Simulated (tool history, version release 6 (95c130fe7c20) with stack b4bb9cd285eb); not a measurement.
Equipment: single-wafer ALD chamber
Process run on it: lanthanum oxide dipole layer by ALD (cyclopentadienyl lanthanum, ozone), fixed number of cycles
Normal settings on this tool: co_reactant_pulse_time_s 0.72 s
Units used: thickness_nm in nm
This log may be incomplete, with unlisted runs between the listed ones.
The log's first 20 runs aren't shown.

| run | hour | co_reactant_pulse_time_s | read-back reference wafer on the same gauge, thickness_nm | thickness_nm |
|---|---|---|---|---|
| 21 | 491.9 | 0.64 | 0.524 | 0.413 |
|  | 504 | ozone generator serviced |
| 22 | 524 | 0.94 | 0.524 | 0.493 |
| 23 | 540.1 | 0.95 | 0.524 | 0.49 |
| 24 | 564.9 | 0.84 | 0.525 | 0.472 |
| 25 | 577.7 | 1 | 0.524 | 0.501 |
| 26 | 604.9 | 0.72 | 0.523 | 0.44 |
|  | 613.2 | gauge calibrated |
| 27 | 636.9 | 0.58 | 0.524 | 0.391 |
| 28 | 651.7 | 0.56 | 0.524 | 0.382 |
| 29 | 672.3 | 0.81 | 0.524 | 0.463 |
| 30 | 694.3 | 0.72 | 0.524 | 0.439 |
| 31 | 723.8 | 0.72 | 0.524 | 0.441 |
| 32 | 738.1 | 0.49 | 0.523 | 0.353 |
| 33 | 773 | 0.72 | 0.524 | 0.44 |
| 34 | 808.7 | 0.54 | 0.524 | 0.376 |

Branching from run 34: 5 alternative next runs. What would each branch give?
| A | 809.1 | 0.72 | ? | ? |
| B | 809.1 | 0.93 | ? | ? |
| C | 809.1 | 0.5 | ? | ? |
| D | 809.1 | 0.88 | ? | ? |
| E | 809.1 | 0.83 | ? | ? |

| run | read-back reference wafer on the same gauge, thickness_nm | thickness_nm |
|---|---|---|
| A | 0.524 | 0.435 |
| B | 0.524 | 0.484 |
| C | 0.524 | 0.353 |
| D | 0.524 | 0.474 |
| E | 0.524 | 0.464 |
What these runs would have given with no unlogged condition in the tool:
| run | thickness_nm |
|---|---|
| A | 0.435 |
| B | 0.484 |
| C | 0.353 |
| D | 0.474 |
| E | 0.464 |

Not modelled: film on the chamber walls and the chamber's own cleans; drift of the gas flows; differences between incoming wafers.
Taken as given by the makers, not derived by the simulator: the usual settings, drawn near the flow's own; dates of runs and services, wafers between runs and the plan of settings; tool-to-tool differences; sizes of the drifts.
